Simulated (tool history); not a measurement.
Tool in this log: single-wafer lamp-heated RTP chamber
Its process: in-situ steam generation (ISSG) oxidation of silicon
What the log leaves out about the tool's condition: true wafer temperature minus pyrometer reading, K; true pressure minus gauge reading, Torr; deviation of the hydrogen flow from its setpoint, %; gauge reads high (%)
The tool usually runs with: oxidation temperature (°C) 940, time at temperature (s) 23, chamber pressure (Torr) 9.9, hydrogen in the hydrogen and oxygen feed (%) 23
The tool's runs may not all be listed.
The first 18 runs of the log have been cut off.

run,hour,oxidation temperature (°C),time at temperature (s),chamber pressure (Torr),hydrogen in the hydrogen and oxygen feed (%),wafers since the last listed run,wafers since the last pyrometer calibration,hours since the pressure gauge was zeroed,hours since the hydrogen flow controller was replaced,hours since the gauge calibration,"read-back reference wafer on the same gauge, thickness",oxide thickness on the monitor wafer (angstrom)
19,995.6,940,23,9.9,23,860,5356,3811.3,554.8,256.9,5.336,48.72
20,1030.9,940,18,10.2,19,664,6021,3846.6,590.1,292.2,5.328,42.15
21,1080.2,934,21,9.0,13,928,6949,3895.9,639.4,341.5,5.323,41.67
22,1116.6,940,15,10.2,23,685,7634,3932.3,675.8,377.9,5.331,41.12
# hour 1158.0: pyrometer window cleaned and pyrometer calibrated
23,1158.5,932,16,10.2,18,638,9,3974.2,717.7,419.8,5.338,38.69
24,1183.3,958,28,9.9,19,467,476,3999.0,742.5,444.6,5.328,53.15
# hour 1239.0: pressure gauge zeroed
25,1254.1,940,23,9.9,23,1182,1658,15.1,813.3,515.4,5.333,47.91
26,1311.7,940,23,9.9,23,1084,2743,72.7,870.9,573.0,5.333,48.37
27,1355.9,940,23,9.9,23,832,3575,116.9,915.1,617.2,5.327,47.90
28,1409.0,940,23,8.4,13,999,4575,170.0,968.2,670.3,5.331,43.80
29,1465.7,932,17,10.2,20,1067,5643,226.7,1024.9,727.0,5.327,40.67
30,1532.0,940,19,9.9,23,1248,6892,293.0,1091.2,793.3,5.330,45.21
# hour 1573.8: pyrometer window cleaned and pyrometer calibrated
31,1606.6,955,19,9.9,23,1254,618,367.6,1165.8,867.9,5.330,46.66
32,1810.6,940,23,9.9,20,3841,4459,571.6,1369.8,1071.9,5.327,47.08

Consider 3 possible next runs. They are alternatives, not a sequence: every one starts from the tool as it was left by run 32. What does each give?
A,1811.0,940,29,9.9,23,7,4467,572.0,1370.2,1072.3,?,?
B,1811.0,956,23,10.2,23,7,4467,572.0,1370.2,1072.3,?,?
C,1811.0,958,23,9.9,23,7,4467,572.0,1370.2,1072.3,?,?

run,"read-back reference wafer on the same gauge, thickness",oxide thickness on the monitor wafer (angstrom)
A,5.330,53.60
B,5.330,50.76
C,5.330,51.41
With no hidden state in the tool, these same runs would have given:
run,oxide thickness on the monitor wafer (angstrom)
A,53.10
B,50.29
C,50.92
